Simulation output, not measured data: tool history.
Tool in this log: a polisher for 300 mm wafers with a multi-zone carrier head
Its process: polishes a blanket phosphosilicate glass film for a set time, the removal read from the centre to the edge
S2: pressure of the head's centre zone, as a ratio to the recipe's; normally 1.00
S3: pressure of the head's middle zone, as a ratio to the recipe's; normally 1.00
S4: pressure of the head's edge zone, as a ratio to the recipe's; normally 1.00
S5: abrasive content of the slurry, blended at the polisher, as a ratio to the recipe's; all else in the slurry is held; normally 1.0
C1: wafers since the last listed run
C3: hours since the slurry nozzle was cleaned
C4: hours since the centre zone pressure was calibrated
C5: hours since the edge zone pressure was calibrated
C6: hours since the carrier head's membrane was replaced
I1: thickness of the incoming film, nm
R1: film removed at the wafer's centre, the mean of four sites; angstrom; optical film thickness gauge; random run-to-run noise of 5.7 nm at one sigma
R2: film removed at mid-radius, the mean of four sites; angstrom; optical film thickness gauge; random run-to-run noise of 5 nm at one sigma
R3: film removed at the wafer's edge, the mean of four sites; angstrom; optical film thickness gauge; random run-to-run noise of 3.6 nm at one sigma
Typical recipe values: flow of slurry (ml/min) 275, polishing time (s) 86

Run 1, hour 0.0: usual settings but S4 1.06, polishing time (s) 103; C1 0; wafers polished on this pad 18; C3 269.3; C4 639.7; C5 399.9; C6 864.1; I1 3252.0. Result: R1 4383 angstrom, R2 5000 angstrom, R3 5253 angstrom.
At hour 33.1: slurry nozzle cleaned.
Run 2, hour 37.1: usual settings but flow of slurry (ml/min) 235; C1 332; wafers polished on this pad 350; C3 4.0; C4 676.8; C5 437.0; C6 901.2; I1 3287.7. Result: R1 3690 angstrom, R2 4217 angstrom, R3 4356 angstrom.
Run 3, hour 77.8: usual settings but flow of slurry (ml/min) 235; C1 374; wafers polished on this pad 725; C3 44.7; C4 717.5; C5 477.7; C6 941.9; I1 3277.2. Result: R1 3670 angstrom, R2 4225 angstrom, R3 4308 angstrom.
Run 4, hour 106.3: usual settings but flow of slurry (ml/min) 235; C1 262; wafers polished on this pad 988; C3 73.2; C4 746.0; C5 506.2; C6 970.4; I1 3240.7. Result: R1 3680 angstrom, R2 4249 angstrom, R3 4290 angstrom.
At hour 132.8: worn pad replaced by a new one.
Run 5, hour 136.7: usual settings; C1 243; wafers polished on this pad 36; C3 103.6; C4 776.4; C5 536.6; C6 1000.8; I1 3232.9. Result: R1 3705 angstrom, R2 4248 angstrom, R3 4356 angstrom.
Run 6, hour 236.4: usual settings; C1 918; wafers polished on this pad 954; C3 203.3; C4 876.1; C5 636.3; C6 1100.5; I1 3207.5. Result: R1 3605 angstrom, R2 4331 angstrom, R3 4257 angstrom.
At hour 250.2: edge zone pressure recalibrated.
At hour 267.0: worn pad replaced by a new one.
Run 7, hour 279.8: usual settings; C1 344; wafers polished on this pad 117; C3 246.7; C4 919.5; C5 29.6; C6 1143.9; I1 3225.2. Result: R1 3593 angstrom, R2 4240 angstrom, R3 4296 angstrom.
Run 8, hour 316.4: usual settings but S2 0.95; C1 337; wafers polished on this pad 455; C3 283.3; C4 956.1; C5 66.2; C6 1180.5; I1 3250.2. Result: R1 3450 angstrom, R2 4182 angstrom, R3 4264 angstrom.
At hour 329.7: centre zone pressure recalibrated.
At hour 368.7: carrier head's membrane replaced by a new one.
At hour 375.9: worn pad replaced by a new one.
Run 9, hour 376.4: usual settings but S3 1.04; C1 451; wafers polished on this pad 4; C3 343.3; C4 46.7; C5 126.2; C6 7.7; I1 3296.4. Result: R1 3949 angstrom, R2 4092 angstrom, R3 4177 angstrom.
At hour 389.6: slurry nozzle cleaned.
Run 10, hour 428.8: usual settings but flow of slurry (ml/min) 250, S3 1.10, polishing time (s) 96; C1 473; wafers polished on this pad 478; C3 39.2; C4 99.1; C5 178.6; C6 60.1; I1 3252.7. Result: R1 4705 angstrom, R2 5022 angstrom, R3 4807 angstrom.
Run 11, hour 480.7: usual settings but S5 0.9, polishing time (s) 105; C1 478; wafers polished on this pad 956; C3 91.1; C4 151.0; C5 230.5; C6 112.0; I1 3297.4. Result: R1 4776 angstrom, R2 5002 angstrom, R3 5008 angstrom.
At hour 497.7: worn pad replaced by a new one.
Run 12, hour 519.4: usual settings; C1 319; wafers polished on this pad 200; C3 129.8; C4 189.7; C5 269.2; C6 150.7; I1 3174.8. Result: R1 4006 angstrom, R2 4243 angstrom, R3 4319 angstrom.
Run 13, hour 544.8: usual settings but flow of slurry (ml/min) 235; C1 233; wafers polished on this pad 434; C3 155.2; C4 215.1; C5 294.6; C6 176.1; I1 3256.0. Result: R1 3965 angstrom, R2 4281 angstrom, R3 4252 angstrom.
Run 14, hour 587.0: usual settings but S3 1.11; C1 388; wafers polished on this pad 823; C3 197.4; C4 257.3; C5 336.8; C6 218.3; I1 3247.8. Result: R1 3975 angstrom, R2 4559 angstrom, R3 4292 angstrom.

Some steps in R1 between neighbouring runs. How much of each would the tool show without its hidden state too (settings, what came in, random variation), and how much is left for the hidden state, with any gauge scatter that isn't in both results?
Hidden state present: removal rate lost through wear of the pad, %; slurry flow missing at the pad, %; deviation of the centre zone's pressure from its setpoint, %; deviation of the edge zone's pressure from its setpoint, %.
Run 8 -> 9: S2 0.95 -> 1.00, S3 1.00 -> 1.04, centre zone pressure recalibrated, carrier head's membrane replaced by a new one, worn pad replaced by a new one. R1 +499 angstrom: hidden state +330, all else +169.
Run 11 -> 12: S5 0.9 -> 1.0, polishing time (s) 105 -> 86, worn pad replaced by a new one. R1 -770 angstrom: hidden state -11, all else -759.

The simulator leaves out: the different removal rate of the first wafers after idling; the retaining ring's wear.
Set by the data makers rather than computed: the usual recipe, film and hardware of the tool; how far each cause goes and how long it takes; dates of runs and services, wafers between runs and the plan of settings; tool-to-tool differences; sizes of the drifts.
